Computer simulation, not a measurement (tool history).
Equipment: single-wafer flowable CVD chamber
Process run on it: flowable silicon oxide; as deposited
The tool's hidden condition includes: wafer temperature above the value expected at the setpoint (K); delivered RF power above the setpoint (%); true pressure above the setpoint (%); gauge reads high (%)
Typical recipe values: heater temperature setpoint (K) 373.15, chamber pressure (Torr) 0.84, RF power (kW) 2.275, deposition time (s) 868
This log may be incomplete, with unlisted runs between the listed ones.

run,hour,heater temperature setpoint (K),chamber pressure (Torr),RF power (kW),deposition time (s),wafers since the last listed run,hours since the last thermocouple change,hours since the last RF generator calibration,hours since the last manometer calibration,hours since the showerhead was replaced,hours since the gauge calibration,"read-back reference wafer on the same gauge, thickness_nm",mean film thickness on the monitor wafer (angstrom)
1,0,373.15,0.84,2.275,868,0,787,990.9,1544.3,7734.1,339.3,601.379,5683.72
2,35.1,373.15,0.84,2.275,868,78,822.1,1026,1579.4,7769.2,374.4,601.362,5703.22
3,97.1,373.15,0.84,1.935,868,139,884.1,1088,1641.4,7831.2,436.4,602.296,5544.92
4,131.7,373.15,0.935,2.275,868,77,918.7,1122.6,1676,7865.8,471,602.448,6312.81
5,196.9,373.15,0.84,2.275,868,146,983.9,1187.8,1741.2,7931,536.2,603.526,5689.12
6,230.8,373.15,0.96,2.275,868,76,1017.8,1221.7,1775.1,7964.9,570.1,603.529,6534.6
7,263.9,373.15,0.96,2.275,868,74,1050.9,1254.8,1808.2,7998,603.2,603.812,6490.51
8,291.4,364.15,0.84,2.275,926,61,1078.4,1282.3,1835.7,8025.5,630.7,604.38,8383.9
9,336.7,364.15,0.84,2.275,926,101,1123.7,1327.6,1881,8070.8,676,604.585,8378.82
10,389.1,364.15,0.84,2.275,926,117,1176.1,1380,1933.4,8123.2,728.4,605.138,8457.37
11,421.7,384.15,0.84,2.57,1003,73,1208.7,1412.6,1966,8155.8,761,605.456,4534.29
# hour 429.9: RF generator calibrated
# hour 487.7: thermocouple changed; heater temperature recalibrated
12,488.2,364.15,0.84,2.275,926,113,0.5,58.3,2032.5,8222.3,827.5,606.381,8437.36
13,540.1,373.15,0.84,1.965,868,116,52.4,110.2,2084.4,8274.2,879.4,606.89,5584.55
# hour 583.8: gauge calibrated
14,585.7,373.15,0.67,2.275,868,102,98,155.8,2130,8319.8,1.9,597.131,4496.66
# hour 627: showerhead replaced
# hour 632.9: capacitance manometer re-zeroed and calibrated
15,636.9,368.15,0.652,2.625,759,83,149.2,207,4,9.9,53.1,597.812,4665.94
16,685.5,382.15,0.72,2.275,819,109,197.8,255.6,52.6,58.5,101.7,598.674,3310.88
17,724.6,373.15,0.84,2.275,868,87,236.9,294.7,91.7,97.6,140.8,598.712,5668.86
18,758.4,379.15,0.84,2.7,752,75,270.7,328.5,125.5,131.4,174.6,599.269,4028.66
19,827.6,361.15,0.84,2.275,868,155,339.9,397.7,194.7,200.6,243.8,599.816,8620.73
20,860,373.15,0.649,2.275,868,72,372.3,430.1,227.1,233,276.2,600.027,4374.54

Results per run with the tool's hidden condition removed, run-to-run variation unchanged:
run,mean film thickness on the monitor wafer (angstrom)
1,5644.24
2,5660.02
3,5496.78
4,6254.11
5,5629.62
6,6462.32
7,6414.9
8,8282.15
9,8270.41
10,8340.11
11,4468.82
12,8305.65
13,5492.28
14,4494.58
15,4659.45
16,3303.36
17,5651.99
18,4014.21
19,8579.08
20,4350.86
